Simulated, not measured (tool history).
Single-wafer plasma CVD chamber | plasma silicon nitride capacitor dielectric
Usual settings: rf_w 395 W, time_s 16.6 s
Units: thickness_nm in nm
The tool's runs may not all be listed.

run,day,rf_w,time_s,"read-back reference wafer on the same gauge, thickness_nm",thickness_nm
1,0,430,16.6,22.096,23.272
2,1.812,430,16.6,22.126,23.251
3,3.504,395,16.6,22.106,22.291
4,5.904,395,16.6,22.109,22.382
5,7.842,395,16.6,22.121,22.275
6,8.862,420,14.5,22.103,20.099
7,11.042,420,14.5,22.101,20.041
8,12.567,395,16.6,22.121,22.188
9,14.908,395,16.6,22.076,22.283
# day 16.062: showerhead replaced
10,16.467,430,17.7,22.099,24.673
# day 16.579: gauge calibrated
11,17.671,320,18.5,22.118,22.093
# day 18.046: RF generator calibrated
12,18.775,430,17.7,22.08,24.19
13,20.996,440,18.9,22.127,26.256
14,22.688,395,17.9,22.08,23.442
# day 24.446: RF generator calibrated, repeated, since the last time left the tool worse
15,25.225,465,16.6,22.082,24.545
16,27.921,435,15.2,22.079,21.814
17,29,430,19.8,22.083,28.25
18,30.792,340,16.6,22.086,20.826

3 ways to go on from here, each from the tool as it stands after run 18. What would each give?
A,30.808,415,16.6,?,?
B,30.808,395,15.4,?,?
C,30.808,445,14.5,?,?

run,"read-back reference wafer on the same gauge, thickness_nm",thickness_nm
A,22.104,23.057
B,22.104,20.87
C,22.104,20.826
Without the tool's hidden state the same runs would have given:
run,thickness_nm
A,23.155
B,20.959
C,20.914
